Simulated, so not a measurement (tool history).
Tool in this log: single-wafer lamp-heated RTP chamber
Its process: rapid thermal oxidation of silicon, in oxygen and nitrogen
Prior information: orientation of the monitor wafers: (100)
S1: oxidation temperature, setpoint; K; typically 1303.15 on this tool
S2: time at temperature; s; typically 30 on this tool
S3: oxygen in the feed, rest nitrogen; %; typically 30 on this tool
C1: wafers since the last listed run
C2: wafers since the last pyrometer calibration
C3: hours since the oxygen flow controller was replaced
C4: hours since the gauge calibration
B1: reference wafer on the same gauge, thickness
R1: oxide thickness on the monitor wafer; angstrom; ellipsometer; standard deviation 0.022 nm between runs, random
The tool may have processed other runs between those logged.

run	hour	S1	S2	S3	C1	C2	C3	C4	B1	R1
1	0	1303.15	30	30	0	648	3187.6	453.3	3.547	36.79
2	80.1	1303.15	30	30	904	1552	3267.7	533.4	3.557	36.32
3	148.2	1303.15	30	30	769	2322	3335.8	601.5	3.543	36.66
4	218.5	1303.15	30	30	794	3116	3406.1	671.8	3.556	36.38
5	262.5	1303.15	30	30	496	3613	3450.1	715.8	3.552	36.39
6	314	1303.15	30	30	581	4194	3501.6	767.3	3.555	36.99
7	367.5	1323.15	36	30	604	4799	3555.1	820.8	3.553	44.63
8	418.2	1323.15	36	30	572	5371	3605.8	871.5	3.548	44.42
9	457.7	1323.15	36	30	446	5818	3645.3	911	3.549	44.82
# hour 474.7: oxygen flow controller replaced
10	484	1303.15	30	30	206	6024	9.3	937.3	3.546	36.93
11	520.3	1282.15	30	39	410	6434	45.6	973.6	3.548	34.94
# hour 542.2: pyrometer window cleaned and pyrometer calibrated
12	551.9	1276.15	18	17	266	109	77.2	1005.2	3.552	24.77
13	604.2	1317.15	16	17	590	699	129.5	1057.5	3.546	28.08
14	632.5	1303.15	30	30	319	1019	157.8	1085.8	3.54	36.92
# hour 655.7: gauge calibrated
15	692.8	1303.15	19	49	681	1700	218.1	37.1	3.549	36.06
16	730.5	1303.15	41	54	425	2126	255.8	74.8	3.553	50.26
17	780.6	1323.15	36	30	565	2692	305.9	124.9	3.545	44.47
18	841.3	1325.15	23	30	685	3378	366.6	185.6	3.556	37.99
19	877.4	1303.15	37	56	407	3785	402.7	221.7	3.553	48.76

Predict each of these 5 candidate next runs independently; none follows another, all start after run 19:
A	877.8	1303.15	30	30	4	3790	403.1	222.1	?	?
B	877.8	1330.15	41	30	4	3790	403.1	222.1	?	?
C	877.8	1303.15	23	19	4	3790	403.1	222.1	?	?
D	877.8	1303.15	30	55	4	3790	403.1	222.1	?	?
E	877.8	1318.15	30	55	4	3790	403.1	222.1	?	?

run	B1	R1
A	3.548	36.54
B	3.548	48.98
C	3.548	29.65
D	3.548	44.15
E	3.548	48.78
What these runs would have given with no unlogged condition in the tool:
run	R1
A	36.54
B	48.98
C	29.65
D	44.15
E	48.78
